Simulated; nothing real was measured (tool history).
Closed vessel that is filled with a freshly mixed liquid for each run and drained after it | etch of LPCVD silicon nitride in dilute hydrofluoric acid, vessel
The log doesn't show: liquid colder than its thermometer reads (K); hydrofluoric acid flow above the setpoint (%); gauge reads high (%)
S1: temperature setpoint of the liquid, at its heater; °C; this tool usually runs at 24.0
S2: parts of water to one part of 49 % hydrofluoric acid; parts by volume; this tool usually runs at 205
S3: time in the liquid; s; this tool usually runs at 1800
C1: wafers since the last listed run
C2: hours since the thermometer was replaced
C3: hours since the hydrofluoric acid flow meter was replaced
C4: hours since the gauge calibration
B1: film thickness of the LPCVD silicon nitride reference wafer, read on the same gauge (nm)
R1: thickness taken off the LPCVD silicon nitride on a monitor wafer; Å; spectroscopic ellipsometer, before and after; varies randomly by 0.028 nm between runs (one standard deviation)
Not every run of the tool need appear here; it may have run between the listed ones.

| run | hour | S1 | S2 | S3 | C1 | C2 | C3 | C4 | B1 | R1 |
|---|---|---|---|---|---|---|---|---|---|---|
| 1 | 0.0 | 27.5 | 205 | 1800 | 0 | 1480.1 | 546.5 | 153.5 | 129.979 | 54.34 |
|  | 51.4 | hydrofluoric acid flow meter replaced |
| 2 | 85.9 | 27.5 | 205 | 1800 | 2083 | 1566.0 | 34.5 | 239.4 | 129.948 | 54.52 |
| 3 | 185.4 | 27.5 | 205 | 1800 | 2441 | 1665.5 | 134.0 | 338.9 | 129.957 | 54.35 |
| 4 | 278.5 | 24.0 | 205 | 1800 | 2284 | 1758.6 | 227.1 | 432.0 | 130.029 | 43.43 |
| 5 | 378.5 | 24.0 | 205 | 1800 | 2453 | 1858.6 | 327.1 | 532.0 | 130.019 | 43.25 |
| 6 | 447.7 | 24.0 | 205 | 1800 | 1698 | 1927.8 | 396.3 | 601.2 | 129.986 | 43.00 |
| 7 | 539.7 | 24.0 | 205 | 1800 | 2257 | 2019.8 | 488.3 | 693.2 | 130.023 | 43.22 |
| 8 | 590.5 | 24.0 | 205 | 1800 | 1246 | 2070.6 | 539.1 | 744.0 | 129.980 | 43.78 |
|  | 623.7 | hydrofluoric acid flow meter replaced |
| 9 | 662.3 | 24.0 | 205 | 1800 | 1737 | 2142.4 | 38.6 | 815.8 | 130.003 | 43.05 |
| 10 | 760.6 | 24.0 | 205 | 1800 | 2412 | 2240.7 | 136.9 | 914.1 | 130.001 | 43.40 |
| 11 | 857.9 | 24.0 | 205 | 1800 | 2387 | 2338.0 | 234.2 | 1011.4 | 130.012 | 43.56 |
|  | 860.1 | thermometer replaced |
| 12 | 917.7 | 24.0 | 205 | 1800 | 1442 | 57.6 | 294.0 | 1071.2 | 130.010 | 44.65 |
| 13 | 978.9 | 27.5 | 205 | 1800 | 1501 | 118.8 | 355.2 | 1132.4 | 129.978 | 55.51 |
| 14 | 1031.1 | 26.5 | 180 | 2680 | 1280 | 171.0 | 407.4 | 1184.6 | 130.003 | 88.09 |
| 15 | 1101.3 | 21.0 | 160 | 1800 | 1722 | 241.2 | 477.6 | 1254.8 | 129.983 | 46.87 |
| 16 | 1201.1 | 24.0 | 205 | 2875 | 2449 | 341.0 | 577.4 | 1354.6 | 129.998 | 71.18 |
|  | 1237.0 | hydrofluoric acid flow meter replaced |
| 17 | 1268.7 | 25.5 | 270 | 1800 | 1634 | 408.6 | 31.7 | 1422.2 | 130.016 | 37.12 |
| 18 | 1323.0 | 24.0 | 205 | 1800 | 1332 | 462.9 | 86.0 | 1476.5 | 130.024 | 44.75 |
| 19 | 1370.0 | 22.5 | 180 | 2600 | 1153 | 509.9 | 133.0 | 1523.5 | 129.967 | 66.10 |
|  | 1390.1 | gauge calibrated |
| 20 | 1472.0 | 24.0 | 120 | 1800 | 2503 | 611.9 | 235.0 | 81.9 | 130.021 | 75.54 |
| 21 | 1551.4 | 21.5 | 205 | 1800 | 1948 | 691.3 | 314.4 | 161.3 | 130.006 | 38.04 |
| 22 | 1605.9 | 28.5 | 165 | 2840 | 1337 | 745.8 | 368.9 | 215.8 | 129.950 | 114.76 |
| 23 | 1829.4 | 20.5 | 205 | 1025 | 5484 | 969.3 | 592.4 | 439.3 | 129.990 | 20.18 |
| 24 | 1881.6 | 24.0 | 205 | 1800 | 1280 | 1021.5 | 644.6 | 491.5 | 129.978 | 44.19 |

How would selected steps in R1 from run to run divide? Give the signed amount a tool lacking its hidden state would still show from settings, what came in and random variation, and the signed amount left for the hidden state, including any gauge scatter that is not in both of the compared results.
Run 11 -> 12: thermometer replaced. R1 +1.09 Å: hidden state +1.60, all else -0.51.
Run 21 -> 22: S1 21.5 -> 28.5, S2 205 -> 165, S3 1800 -> 2840. R1 +76.72 Å: hidden state -1.14, all else +77.86.
Run 22 -> 23: S1 28.5 -> 20.5, S2 165 -> 205, S3 2840 -> 1025. R1 -94.58 Å: hidden state +1.33, all else -95.91.

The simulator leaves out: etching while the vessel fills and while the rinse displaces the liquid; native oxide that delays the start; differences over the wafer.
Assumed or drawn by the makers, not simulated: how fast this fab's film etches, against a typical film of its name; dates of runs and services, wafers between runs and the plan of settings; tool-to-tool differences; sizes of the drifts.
